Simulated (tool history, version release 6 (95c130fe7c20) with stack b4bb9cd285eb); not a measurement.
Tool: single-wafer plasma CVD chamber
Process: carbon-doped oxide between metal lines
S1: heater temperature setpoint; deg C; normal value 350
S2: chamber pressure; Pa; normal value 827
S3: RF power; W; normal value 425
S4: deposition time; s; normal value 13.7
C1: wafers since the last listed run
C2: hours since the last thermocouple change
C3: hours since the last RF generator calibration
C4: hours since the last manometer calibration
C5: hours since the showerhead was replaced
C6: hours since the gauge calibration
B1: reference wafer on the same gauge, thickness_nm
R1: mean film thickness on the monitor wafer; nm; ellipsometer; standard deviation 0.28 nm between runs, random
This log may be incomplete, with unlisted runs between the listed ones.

run 1 hour=0 | S1=350 S2=759 S3=490 S4=13.7 | C1=0 C2=1836.2 C3=2059.8 C4=1551.8 C5=3583.3 C6=211.9 | B1=67.932 | R1=66.908
run 2 hour=23.7 | S1=350 S2=759 S3=490 S4=13.7 | C1=907 C2=1859.9 C3=2083.5 C4=1575.5 C5=3607 C6=235.6 | B1=67.814 | R1=66.543
run 3 hour=36.4 | S1=350 S2=759 S3=490 S4=13.7 | C1=486 C2=1872.6 C3=2096.2 C4=1588.2 C5=3619.7 C6=248.3 | B1=67.842 | R1=66.513
run 4 hour=66.2 | S1=350 S2=827 S3=425 S4=13.7 | C1=1141 C2=1902.4 C3=2126 C4=1618 C5=3649.5 C6=278.1 | B1=67.922 | R1=60.162
run 5 hour=92.9 | S1=350 S2=827 S3=425 S4=13.7 | C1=1022 C2=1929.1 C3=2152.7 C4=1644.7 C5=3676.2 C6=304.8 | B1=68.021 | R1=59.958
run 6 hour=116 | S1=350 S2=827 S3=390 S4=13.7 | C1=884 C2=1952.2 C3=2175.8 C4=1667.8 C5=3699.3 C6=327.9 | B1=67.803 | R1=55.338
-- hour=119.6 gauge calibrated
run 7 hour=144.2 | S1=350 S2=827 S3=390 S4=13.7 | C1=1080 C2=1980.4 C3=2204 C4=1696 C5=3727.5 C6=24.6 | B1=67.978 | R1=55.351
-- hour=164.8 showerhead replaced
run 8 hour=168.6 | S1=350 S2=827 S3=425 S4=13.7 | C1=628 C2=2004.8 C3=2228.4 C4=1720.4 C5=3.8 C6=49 | B1=68.032 | R1=59.843
run 9 hour=201.2 | S1=350 S2=827 S3=425 S4=16.1 | C1=1248 C2=2037.4 C3=2261 C4=1753 C5=36.4 C6=81.6 | B1=67.909 | R1=69.711
-- hour=211.9 capacitance manometer re-zeroed and calibrated
run 10 hour=213.7 | S1=344 S2=735 S3=450 S4=15.7 | C1=172 C2=2049.9 C3=2273.5 C4=1.8 C5=48.9 C6=94.1 | B1=67.861 | R1=72.489
-- hour=239.8 RF generator calibrated
-- hour=240 thermocouple changed; heater temperature recalibrated
run 11 hour=240.3 | S1=350 S2=827 S3=465 S4=13.7 | C1=704 C2=0.3 C3=0.5 C4=28.4 C5=75.5 C6=120.7 | B1=67.924 | R1=64.514

For run 12, what comes out?
run 12 hour=256.3 | S1=350 S2=968 S3=485 S4=12.1 | C1=612 C2=16.3 C3=16.5 C4=44.4 C5=91.5 C6=136.7 | B1=? | R1=?

Run 12 gave B1 67.901, R1 59.371 nm.
With no hidden state in the tool, this same run would have given R1 59.371 nm.

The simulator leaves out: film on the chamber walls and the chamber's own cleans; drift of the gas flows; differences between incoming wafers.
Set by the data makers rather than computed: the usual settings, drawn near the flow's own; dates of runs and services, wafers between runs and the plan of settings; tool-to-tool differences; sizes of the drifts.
